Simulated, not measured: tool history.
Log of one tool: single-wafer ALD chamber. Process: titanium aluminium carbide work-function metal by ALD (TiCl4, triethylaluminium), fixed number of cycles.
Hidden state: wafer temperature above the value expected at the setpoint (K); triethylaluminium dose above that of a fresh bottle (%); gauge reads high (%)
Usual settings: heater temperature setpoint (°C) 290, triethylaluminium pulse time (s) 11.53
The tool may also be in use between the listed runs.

run,hour,heater temperature setpoint (°C),triethylaluminium pulse time (s),wafers since the last listed run,hours since the last thermocouple change,hours since the last triethylaluminium bottle change,hours since the showerhead was replaced,hours since the gauge calibration,"read-back reference wafer on the same gauge, thickness_nm",mean film thickness on the monitor wafer (angstrom)
1,0,290,11.53,0,1929,331.6,3568,251,2.266,19.43
2,8.2,290,11.53,97,1937.2,339.8,3576.2,259.2,2.268,19.31
3,18,290,11.53,116,1947,349.6,3586,269,2.271,19.32
4,29.8,290,13.17,140,1958.8,361.4,3597.8,280.8,2.271,19.74
# hour 33.2: gauge calibrated
5,45.1,290,13.17,182,1974.1,376.7,3613.1,11.9,2.27,19.68
6,60.2,290,13.17,179,1989.2,391.8,3628.2,27,2.27,19.61
7,77.3,290,11.53,203,2006.3,408.9,3645.3,44.1,2.271,19.33
8,91.5,290,11.53,169,2020.5,423.1,3659.5,58.3,2.273,19.3
9,102.3,290,13.93,128,2031.3,433.9,3670.3,69.1,2.27,19.76
10,119.1,290,13.93,200,2048.1,450.7,3687.1,85.9,2.27,19.72
11,131.5,290,11.53,147,2060.5,463.1,3699.5,98.3,2.271,19.14
# hour 149.9: thermocouple changed; heater temperature recalibrated
12,150.4,290,11.53,129,0.5,482,3718.4,117.2,2.271,19.12
13,151.9,290,11.53,17,2,483.5,3719.9,118.7,2.269,19.14
14,158.9,290,11.53,83,9,490.5,3726.9,125.7,2.271,19.16
15,167.4,290,11.53,101,17.5,499,3735.4,134.2,2.269,19.07
16,177.5,290,11.53,120,27.6,509.1,3745.5,144.3,2.269,19.16
17,189.4,290,11.53,141,39.5,521,3757.4,156.2,2.269,19.01
18,200.7,280,14.41,134,50.8,532.3,3768.7,167.5,2.269,18.57
19,214.5,285,9.61,164,64.6,546.1,3782.5,181.3,2.271,17.59
# hour 238.8: showerhead replaced
20,239.3,296,8.78,200,89.4,570.9,0.5,206.1,2.269,18.11
21,246.2,280,8.77,82,96.3,577.8,7.4,213,2.27,16.61
22,260.6,304,9.84,171,110.7,592.2,21.8,227.4,2.269,19.43
23,273.7,290,11.53,155,123.8,605.3,34.9,240.5,2.271,18.81
# hour 285.6: triethylaluminium bottle replaced
24,286.1,283,14.49,52,136.2,0.5,47.3,252.9,2.269,19.31
# hour 290.5: gauge calibrated
25,291,290,11.53,58,141.1,5.4,52.2,0.5,2.266,19.81
26,303.6,298,15.45,150,153.7,18,64.8,13.1,2.271,21.03

Run 27 comes next. What will it give?
27,312.4,290,11.53,104,162.5,26.8,73.6,21.9,?,?

{"run 27": {"read-back reference wafer on the same gauge, thickness_nm": 2.271, "mean film thickness on the monitor wafer (angstrom)": 19.72}}
Without the tool's hidden state the same run would have given mean film thickness on the monitor wafer (angstrom) 19.8.
